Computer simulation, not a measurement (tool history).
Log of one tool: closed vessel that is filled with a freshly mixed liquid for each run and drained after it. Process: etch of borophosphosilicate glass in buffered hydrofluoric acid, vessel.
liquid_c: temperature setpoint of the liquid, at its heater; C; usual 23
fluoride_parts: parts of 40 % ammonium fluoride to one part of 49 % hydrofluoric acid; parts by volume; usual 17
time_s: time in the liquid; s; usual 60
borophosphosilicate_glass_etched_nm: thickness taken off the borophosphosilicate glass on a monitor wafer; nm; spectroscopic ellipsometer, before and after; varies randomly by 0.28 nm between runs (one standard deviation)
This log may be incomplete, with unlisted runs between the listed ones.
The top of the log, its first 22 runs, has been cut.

run,hour,liquid_c,fluoride_parts,time_s,"read-back film thickness of the borophosphosilicate glass reference wafer, read on the same gauge (nm)",borophosphosilicate_glass_etched_nm
# hour 1724.8: thermometer replaced
23,1739.6,23,12,60,40,54.8
24,1813.6,23,17,60,39.99,38.36
25,1919.6,23,17,60,40,37.89
26,2026.3,24.5,21.5,85,40.01,46.96
27,2094.3,23,11,40,40,38.42
28,2145.6,19,17,60,40,29.96
29,2219.8,27,23,80,40.02,47.66
30,2297.3,23,21,80,40,40.39
# hour 2356.2: hydrofluoric acid flow meter replaced
31,2387.5,27,12.5,30,40.01,30.6
32,2476.5,25,17,60,40,40.22

Each row is a separate what-if for the run after 32, all from the same tool condition, not one after another. Results?
A,2477.2,23,17,60,?,?
B,2477.2,20.5,17,60,?,?
C,2477.2,19.5,12.5,50,?,?

run,"read-back film thickness of the borophosphosilicate glass reference wafer, read on the same gauge (nm)",borophosphosilicate_glass_etched_nm
A,40,36.2
B,40,31.52
C,40,33.67
With the hidden condition removed and each run's random variation left untouched, the same runs would have given:
run,borophosphosilicate_glass_etched_nm
A,38.59
B,33.64
C,35.94

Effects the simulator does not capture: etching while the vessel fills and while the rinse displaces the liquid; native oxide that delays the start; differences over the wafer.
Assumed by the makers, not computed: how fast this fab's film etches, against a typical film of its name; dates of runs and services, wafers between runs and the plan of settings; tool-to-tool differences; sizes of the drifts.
